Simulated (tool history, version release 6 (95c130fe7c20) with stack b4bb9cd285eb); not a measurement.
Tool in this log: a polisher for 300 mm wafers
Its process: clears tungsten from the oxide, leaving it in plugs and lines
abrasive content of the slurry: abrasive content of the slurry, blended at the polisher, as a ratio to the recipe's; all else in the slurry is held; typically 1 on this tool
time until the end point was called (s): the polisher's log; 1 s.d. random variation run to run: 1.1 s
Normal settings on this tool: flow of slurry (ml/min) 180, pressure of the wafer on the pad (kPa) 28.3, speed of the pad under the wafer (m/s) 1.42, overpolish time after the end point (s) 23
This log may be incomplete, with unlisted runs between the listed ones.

run     day  flow of slurry (ml/min)  pressure of the wafer on the pad (kPa)  speed of the pad under the wafer (m/s)  abrasive content of the slurry  overpolish time after the end point (s)  wafers since the last listed run  wafers polished on this pad  hours since the slurry nozzle was cleaned  hours since the head pressure was calibrated  hours since the slurry blender was calibrated  hours since the slurry got fresh peroxide  incoming thickness of the incoming film, nm  time until the end point was called (s)
  1       0                      180                                    28.3                                    1.42                            1.15                                       23                                 0                         1373                                      455.3                                         333.3                                           59.1                                       84.1                                        500.9                                     65.4
  2   1.142                      180                                    28.3                                    1.42                            1.15                                       23                               205                         1578                                      482.7                                         360.7                                           86.5                                      111.5                                        498.3                                     64.7
  3   2.012                      180                                    28.3                                    1.42                            1.15                                       23                               156                         1735                                      503.6                                         381.6                                          107.4                                      132.4                                        495.2                                     64.5
      2.221  -- worn pad replaced by a new one
  4   2.675                      130                                    19.3                                    1.42                               1                                       23                                89                           81                                      519.5                                         397.5                                          123.3                                      148.3                                        504.5                                      106
  5   3.704                      125                                    25.5                                    1.18                             0.8                                       23                               184                          266                                      544.2                                         422.2                                            148                                        173                                        508.7                                    105.1
  6   4.321                      115                                    35.2                                    1.42                            1.15                                       23                               110                          377                                        559                                           437                                          162.8                                      187.8                                          510                                     59.4
  7   5.171                      200                                    28.3                                     1.1                               1                                       13                               152                          530                                      579.4                                         457.4                                          183.2                                      208.2                                        500.7                                     86.8
  8   6.017                      180                                    28.3                                    1.42                               1                                       23                               151                          682                                      599.7                                         477.7                                          203.5                                      228.5                                        497.8                                     70.8
      6.429  -- slurry nozzle cleaned
      6.446  -- slurry tank refilled with fresh slurry and peroxide
  9   6.842                      180                                    28.3                                     1.7                            1.25                                       23                               137                          819                                        9.9                                         497.5                                          223.3                                        9.5                                        496.5                                       51
 10   8.104                      180                                    28.3                                    1.42                               1                                       12                               226                         1046                                       40.2                                         527.8                                          253.6                                       39.8                                        489.4                                     65.3
      8.467  -- head pressure recalibrated
 11   8.862                      180                                    28.3                                    1.42                               1                                       23                               121                         1167                                       58.4                                           9.5                                          271.8                                         58                                        504.3                                     64.9
 12   9.625                      180                                    28.3                                    1.42                               1                                       23                               136                         1304                                       76.7                                          27.8                                          290.1                                       76.3                                        500.6                                     65.9
 13  10.712                      180                                    24.1                                    1.84                            0.85                                       34                               195                         1499                                      102.8                                          53.9                                          316.2                                      102.4                                        499.7                                     61.4
 14  11.638                      180                                    28.3                                    1.42                               1                                       23                               166                         1666                                        125                                          76.1                                          338.4                                      124.6                                        499.4                                     66.4
     11.946  -- slurry blender recalibrated
     12.258  -- worn pad replaced by a new one
 15  12.808                      180                                      20                                    1.88                               1                                       23                               165                           98                                      153.1                                         104.2                                           20.7                                      152.7                                        496.6                                       70
 16  14.038                      180                                    28.3                                    1.42                               1                                       23                               220                          319                                      182.6                                         133.7                                           50.2                                      182.2                                          495                                     63.5
 17  14.875                      180                                    28.3                                    1.42                               1                                       23                               150                          469                                      202.7                                         153.8                                           70.3                                      202.3                                        495.5                                     64.8
 18  15.412                      210                                    28.3                                     1.2                               1                                       23                                96                          566                                      215.6                                         166.7                                           83.2                                      215.2                                        510.8                                     77.1
     16.942  -- slurry tank refilled with fresh slurry and peroxide
 19  19.667                      180                                    28.3                                    1.64                               1                                       37                               756                         1322                                      317.7                                         268.8                                          185.3                                       65.4                                        506.4                                     56.3
 20  20.579                      180                                    28.3                                    1.08                               1                                       23                               163                         1486                                      339.6                                         290.7                                          207.2                                       87.3                                        495.1                                     86.4
     21.504  -- worn pad replaced by a new one
 21  21.525                      180                                      31                                    1.42                               1                                       23                               139                            3                                      362.3                                         313.4                                          229.9                                        110                                        494.1                                     59.9
 22  25.579                      180                                    20.7                                    1.08                               1                                       23                               728                          731                                      459.6                                         410.7                                          327.2                                      207.3                                        510.4                                      125
     26.396  -- slurry tank refilled with fresh slurry and peroxide
 23  27.321                      180                                    28.3                                    1.42                               1                                       23                               305                         1037                                      501.4                                         452.5                                            369                                       22.2                                        498.3                                     67.8

Forecast run 24:
     28.033  -- head pressure recalibrated
 24  28.404                      180                                    28.3                                    1.42                               1                                       23                               179                         1216                                      527.4                                           8.9                                            395                                       48.2                                        504.9                                        ?

time until the end point was called (s): 68.7
Without the tool's hidden state the same run would have given time until the end point was called (s) 65.7.
